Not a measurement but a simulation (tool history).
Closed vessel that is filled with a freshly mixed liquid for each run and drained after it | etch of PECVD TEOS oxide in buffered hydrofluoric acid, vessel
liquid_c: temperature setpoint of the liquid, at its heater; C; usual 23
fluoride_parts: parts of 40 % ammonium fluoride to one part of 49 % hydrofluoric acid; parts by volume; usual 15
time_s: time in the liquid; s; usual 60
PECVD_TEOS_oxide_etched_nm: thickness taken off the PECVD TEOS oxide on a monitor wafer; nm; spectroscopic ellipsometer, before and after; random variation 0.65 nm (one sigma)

| run | day | liquid_c | fluoride_parts | time_s | read-back film thickness of the PECVD TEOS oxide reference wafer, read on the same gauge (nm) | PECVD_TEOS_oxide_etched_nm |
|---|---|---|---|---|---|---|
| 1 | 0 | 23 | 15 | 80 | 110 | 113.85 |
| 2 | 0.304 | 23 | 15 | 80 | 110.03 | 112.6 |
| 3 | 1.038 | 23 | 15 | 60 | 110.01 | 85.15 |
|  | 1.358 | hydrofluoric acid flow meter replaced |
| 4 | 1.458 | 22 | 15 | 60 | 109.98 | 90.86 |
| 5 | 2.2 | 22 | 15 | 60 | 109.97 | 91.59 |
| 6 | 2.854 | 22 | 15 | 60 | 110.02 | 92.18 |
|  | 3.188 | thermometer replaced |
| 7 | 3.458 | 23 | 15 | 70 | 109.98 | 113.17 |
| 8 | 4.1 | 23 | 15 | 70 | 110 | 110.82 |
| 9 | 4.758 | 23 | 15 | 70 | 109.97 | 112.65 |
| 10 | 5.346 | 23 | 15 | 60 | 110.01 | 96 |
|  | 5.425 | gauge calibrated |
| 11 | 5.742 | 18.5 | 15 | 60 | 110.01 | 73.93 |
| 12 | 6.408 | 21.5 | 15 | 50 | 110 | 73.68 |
| 13 | 6.988 | 21.5 | 9 | 30 | 109.99 | 69.7 |
| 14 | 7.733 | 23 | 15 | 60 | 110.02 | 95.67 |
| 15 | 8.138 | 23 | 11.5 | 60 | 109.99 | 124.8 |
| 16 | 8.525 | 21.5 | 15 | 80 | 109.98 | 117.15 |
| 17 | 8.929 | 23 | 15 | 45 | 109.97 | 71.31 |
| 18 | 9.212 | 21.5 | 9 | 30 | 110.01 | 70.15 |
| 19 | 9.896 | 23 | 15 | 75 | 110.01 | 119.6 |
| 20 | 10.633 | 19 | 21 | 40 | 109.98 | 37.16 |
| 21 | 11.188 | 18 | 17 | 70 | 110 | 73.88 |
| 22 | 11.775 | 24.5 | 16.5 | 40 | 109.97 | 62.5 |
| 23 | 12.1 | 24.5 | 10.5 | 40 | 110.01 | 96.84 |
| 24 | 12.738 | 24.5 | 15 | 85 | 110.01 | 145.38 |
| 25 | 13.029 | 23 | 15 | 60 | 110.01 | 95.26 |

Run 26 comes next. What will it give?
| 26 | 13.762 | 23 | 15 | 30 | ? | ? |

read-back film thickness of the PECVD TEOS oxide reference wafer, read on the same gauge (nm): 110.02
PECVD_TEOS_oxide_etched_nm: 47.54 nm
Without the tool's hidden state the same run would have given PECVD_TEOS_oxide_etched_nm 48.4 nm.
